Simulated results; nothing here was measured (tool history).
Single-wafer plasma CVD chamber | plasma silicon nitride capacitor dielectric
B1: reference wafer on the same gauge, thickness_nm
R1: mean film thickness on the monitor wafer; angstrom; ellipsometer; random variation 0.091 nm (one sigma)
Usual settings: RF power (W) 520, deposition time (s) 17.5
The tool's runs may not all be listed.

Run 1, hour 0: usual settings but RF power (W) 565; B1 27.407. Result: R1 231.95 angstrom.
Run 2, hour 37.4: usual settings; B1 27.39. Result: R1 224.93 angstrom.
Run 3, hour 83.3: usual settings but deposition time (s) 15.8; B1 27.401. Result: R1 202.74 angstrom.
Run 4, hour 142.3: usual settings; B1 27.383. Result: R1 223.72 angstrom.
Run 5, hour 174.2: usual settings; B1 27.4. Result: R1 224.72 angstrom.
Run 6, hour 204.7: usual settings; B1 27.396. Result: R1 225.42 angstrom.
Run 7, hour 244: usual settings; B1 27.421. Result: R1 224.55 angstrom.
Run 8, hour 273.8: usual settings but RF power (W) 550, deposition time (s) 14.9; B1 27.404. Result: R1 195.36 angstrom.
Run 9, hour 310.9: usual settings but deposition time (s) 15.3; B1 27.402. Result: R1 195.96 angstrom.
Run 10, hour 379.8: usual settings but deposition time (s) 15.3; B1 27.39. Result: R1 196.02 angstrom.
Run 11, hour 499.6: usual settings but deposition time (s) 15.3; B1 27.407. Result: R1 195.86 angstrom.
Run 12, hour 530: usual settings; B1 27.425. Result: R1 223.83 angstrom.
Run 13, hour 592.7: usual settings; B1 27.406. Result: R1 223.55 angstrom.
Run 14, hour 664.4: usual settings; B1 27.409. Result: R1 224.15 angstrom.
Run 15, hour 695.7: usual settings; B1 27.409. Result: R1 223.31 angstrom.
Run 16, hour 734.4: usual settings; B1 27.392. Result: R1 223.24 angstrom.
Run 17, hour 764.1: usual settings; B1 27.402. Result: R1 224.38 angstrom.
Run 18, hour 802.4: usual settings; B1 27.409. Result: R1 224.26 angstrom.
Run 19, hour 899.8: usual settings; B1 27.404. Result: R1 223.62 angstrom.
Run 20, hour 959.7: usual settings but RF power (W) 485, deposition time (s) 19.6; B1 27.395. Result: R1 245.09 angstrom.
Run 21, hour 1149.1: usual settings; B1 27.396. Result: R1 223.01 angstrom.
Run 22, hour 1197.8: usual settings; B1 27.399. Result: R1 224.13 angstrom.
Run 23, hour 1265.6: usual settings but RF power (W) 470, deposition time (s) 14.5; B1 27.409. Result: R1 180.03 angstrom.
At hour 1309.5: RF generator calibrated.
Run 24, hour 1310.3: usual settings but RF power (W) 475, deposition time (s) 14.5; B1 27.416. Result: R1 184.53 angstrom.
At hour 1349.7: showerhead replaced, of another model than before.
Run 25, hour 1374.5: usual settings but RF power (W) 605, deposition time (s) 20.6; B1 27.398. Result: R1 278.99 angstrom.
At hour 1447.8: gauge calibrated.
Run 26, hour 1583.8: usual settings but RF power (W) 625, deposition time (s) 19.5; B1 27.395. Result: R1 267.42 angstrom.
Run 27, hour 1655.1: usual settings; B1 27.414. Result: R1 228.28 angstrom.
Run 28, hour 1683.5: usual settings but RF power (W) 570, deposition time (s) 14.6; B1 27.397. Result: R1 195.55 angstrom.
Run 29, hour 1788.4: usual settings but RF power (W) 455, deposition time (s) 20.6; B1 27.401. Result: R1 258.63 angstrom.
Run 30, hour 1858.9: usual settings but RF power (W) 470, deposition time (s) 14.3; B1 27.406. Result: R1 182.19 angstrom.
Run 31, hour 1911.8: usual settings; B1 27.389. Result: R1 227.61 angstrom.
Run 32, hour 1960.9: usual settings but RF power (W) 455; B1 27.413. Result: R1 220.64 angstrom.
Run 33, hour 2022: usual settings; B1 27.402. Result: R1 227.63 angstrom.
Run 34, hour 2066.9: usual settings but RF power (W) 620, deposition time (s) 16.6; B1 27.41. Result: R1 222.21 angstrom.
Run 35, hour 2101.3: usual settings but RF power (W) 615, deposition time (s) 19.3; B1 27.406. Result: R1 260.75 angstrom.
Run 36, hour 2161.4: usual settings but RF power (W) 430, deposition time (s) 15.2; B1 27.393. Result: R1 189.79 angstrom.
Run 37, hour 2210.4: usual settings but RF power (W) 600, deposition time (s) 14.8; B1 27.389. Result: R1 198.97 angstrom.
Run 38, hour 2276.1: usual settings; B1 27.401. Result: R1 227.48 angstrom.
Run 39, hour 2341.3: usual settings but RF power (W) 465, deposition time (s) 15; B1 27.387. Result: R1 188.03 angstrom.
Run 40, hour 2369.9: usual settings; B1 27.42. Result: R1 226.45 angstrom.
Run 41, hour 2418.5: usual settings but RF power (W) 590, deposition time (s) 16; B1 27.395. Result: R1 214.8 angstrom.
Run 42, hour 2450.5: usual settings; B1 27.388. Result: R1 226.13 angstrom.

Forecast each of these 3 alternatives for the next run:
Run A, hour 2450.9: usual settings; B1 ?. Result: R1 ?.
Run B, hour 2450.9: usual settings but RF power (W) 550, deposition time (s) 19; B1 ?. Result: R1 ?.
Run C, hour 2450.9: usual settings but RF power (W) 480, deposition time (s) 14.6; B1 ?. Result: R1 ?.

run      B1      R1
  A  27.399  226.83
  B  27.399  249.39
  C  27.399  185.92
Without the tool's hidden state the same runs would have given:
run      R1
  A   230.8
  B  253.76
  C  189.18
